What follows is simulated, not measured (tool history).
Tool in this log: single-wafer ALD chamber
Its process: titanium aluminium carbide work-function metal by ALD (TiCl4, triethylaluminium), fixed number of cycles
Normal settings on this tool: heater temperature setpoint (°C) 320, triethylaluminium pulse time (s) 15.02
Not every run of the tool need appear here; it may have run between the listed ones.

run   hour  heater temperature setpoint (°C)  triethylaluminium pulse time (s)  read-back reference wafer on the same gauge, thickness_nm  mean film thickness on the monitor wafer (Å)
  1    0.0                               320                             15.02                                                      2.513                                         21.96
  2   23.8                               320                             15.02                                                      2.510                                         21.71
  3   41.8                               320                             10.61                                                      2.510                                         20.51
  4   59.3                               320                             10.61                                                      2.510                                         20.38
  5   89.7                               320                             17.10                                                      2.512                                         21.95
  6  100.0                               320                             17.10                                                      2.511                                         22.01
  7  113.4                               309                             15.02                                                      2.511                                         20.82
  8  130.0                               309                             15.02                                                      2.512                                         20.67
  9  138.6                               309                             15.02                                                      2.509                                         20.83
 10  145.8                               320                             15.02                                                      2.509                                         21.57
 11  162.5                               320                             15.02                                                      2.508                                         22.18
 12  184.1                               320                             19.59                                                      2.511                                         22.29
 13  192.8                               320                             15.02                                                      2.509                                         22.21
 14  204.5                               320                             15.02                                                      2.511                                         22.13
 15  221.4                               307                             19.95                                                      2.510                                         21.19
 16  237.7                               316                             13.08                                                      2.511                                         21.77
 17  247.5                               320                             15.02                                                      2.509                                         22.23
 18  263.4                               320                             15.02                                                      2.513                                         22.22
 19  280.1                               313                             18.50                                                      2.513                                         21.81
 20  294.6                               320                             15.02                                                      2.508                                         22.11
 21  308.0                               320                             15.02                                                      2.507                                         22.11
 22  320.8                               310                             20.56                                                      2.511                                         21.52
 23  332.9                               333                             13.32                                                      2.513                                         23.28
 24  384.9                               320                             15.02                                                      2.511                                         22.18
 25  393.5                               306                             20.79                                                      2.509                                         21.14
 26  404.5                               320                             15.02                                                      2.511                                         22.07
 27  412.0                               312                             19.21                                                      2.509                                         21.55
 28  424.7                               320                             10.68                                                      2.510                                         21.59
 29  436.6                               312                             15.02                                                      2.510                                         21.39
 30  449.1                               320                             12.23                                                      2.511                                         21.95
 31  457.4                               332                              9.32                                                      2.509                                         22.08
 32  464.7                               315                             11.50                                                      2.511                                         21.25
 33  479.6                               313                             18.50                                                      2.511                                         21.62
 34  488.6                               320                             10.68                                                      2.510                                         21.64

The log once held 4 entries between its listed runs, left out of this copy. Where does each go, and what is different about the tool's unlogged condition between the listed run before it and the listed run after it?
Between runs 10 and 11: triethylaluminium bottle replaced (hour 162.0)
  triethylaluminium dose above that of a fresh bottle (%): -28.3 -> -1.65
  measured minus no-state result, mean film thickness on the monitor wafer (Å): -0.57 -> -0.02
Between runs 11 and 12: showerhead replaced (hour 183.6)
  triethylaluminium dose above that of a fresh bottle (%): -1.65 -> -1.66
  measured minus no-state result, mean film thickness on the monitor wafer (Å): -0.02 -> +0.00
Between runs 19 and 20: thermocouple changed; heater temperature recalibrated (hour 292.0)
  triethylaluminium dose above that of a fresh bottle (%): -1.86 -> -1.91
  measured minus no-state result, mean film thickness on the monitor wafer (Å): +0.00 -> -0.02
Between runs 23 and 24: gauge calibrated (hour 354.7)
  triethylaluminium dose above that of a fresh bottle (%): -2.08 -> -2.39
  measured minus no-state result, mean film thickness on the monitor wafer (Å): -0.03 -> -0.02

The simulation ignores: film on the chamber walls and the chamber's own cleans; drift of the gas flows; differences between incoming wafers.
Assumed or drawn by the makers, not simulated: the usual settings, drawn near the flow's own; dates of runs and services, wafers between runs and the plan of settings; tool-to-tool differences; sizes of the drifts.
